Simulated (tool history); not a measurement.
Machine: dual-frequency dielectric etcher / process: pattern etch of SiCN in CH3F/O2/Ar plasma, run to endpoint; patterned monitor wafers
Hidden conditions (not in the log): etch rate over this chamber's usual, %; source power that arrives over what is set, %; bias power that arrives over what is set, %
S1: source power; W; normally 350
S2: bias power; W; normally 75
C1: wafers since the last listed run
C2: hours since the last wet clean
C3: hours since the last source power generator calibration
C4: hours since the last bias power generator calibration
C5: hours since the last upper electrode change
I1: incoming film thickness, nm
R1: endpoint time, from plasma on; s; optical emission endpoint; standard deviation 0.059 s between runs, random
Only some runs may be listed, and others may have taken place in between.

run     day   S1  S2    C1     C2      C3      C4      C5    I1    R1
  1   0.000  350  75     0  124.9  3616.7  3517.6  1851.1  6.92  20.3
  2   1.950  350  75   924  171.7  3663.5  3564.4  1897.9  6.94  20.4
  3   4.279  350  64  1103  227.6  3719.4  3620.3  1953.8  6.93  21.4
  4   7.212  350  64  1390  298.0  3789.8  3690.7  2024.2  6.94  21.4
  5   8.592  350  64   653  331.1  3822.9  3723.8  2057.3  6.85  21.3
  6  10.625  350  75   963  379.9  3871.7  3772.6  2106.1  6.91  20.6
  7  15.592  380  75  2353  499.1  3990.9  3891.8  2225.3  6.87  19.7
  8  17.925  350  75  1105  555.1  4046.9  3947.8  2281.3  6.83  20.6
  9  19.792  350  75   884  599.9  4091.7  3992.6  2326.1  6.89  20.9
 10  20.862  350  75   507  625.6  4117.4  4018.3  2351.8  6.85  20.6
 11  21.912  350  75   497  650.8  4142.6  4043.5  2377.0  6.95  20.9
     23.696  -- wet clean of the chamber
 12  24.258  350  75   637   13.5  4198.9  4099.8  2433.3  6.95  20.3
 13  25.833  350  75   746   51.3  4236.7  4137.6  2471.1  6.96  20.2
 14  26.912  350  60   511   77.2  4262.6  4163.5  2497.0  6.86  21.3
     27.421  -- source power generator calibrated
 15  28.733  350  60   783  120.9    31.5  4207.2  2540.7  6.94  21.1
 16  31.333  350  75  1232  183.3    93.9  4269.6  2603.1  6.91  19.8
 17  32.388  270  75   499  208.6   119.2  4294.9  2628.4  6.87  23.0
 18  40.350  300  60  3773  399.7   310.3  4486.0  2819.5  6.87  23.1

Run 19 has not been measured yet. What should we expect?
 19  41.425  310  88  509  425.5  336.1  4511.8  2845.3  6.88   ?

R1: 20.4 s
With no hidden state in the tool, this same run would have given R1 19.9 s.
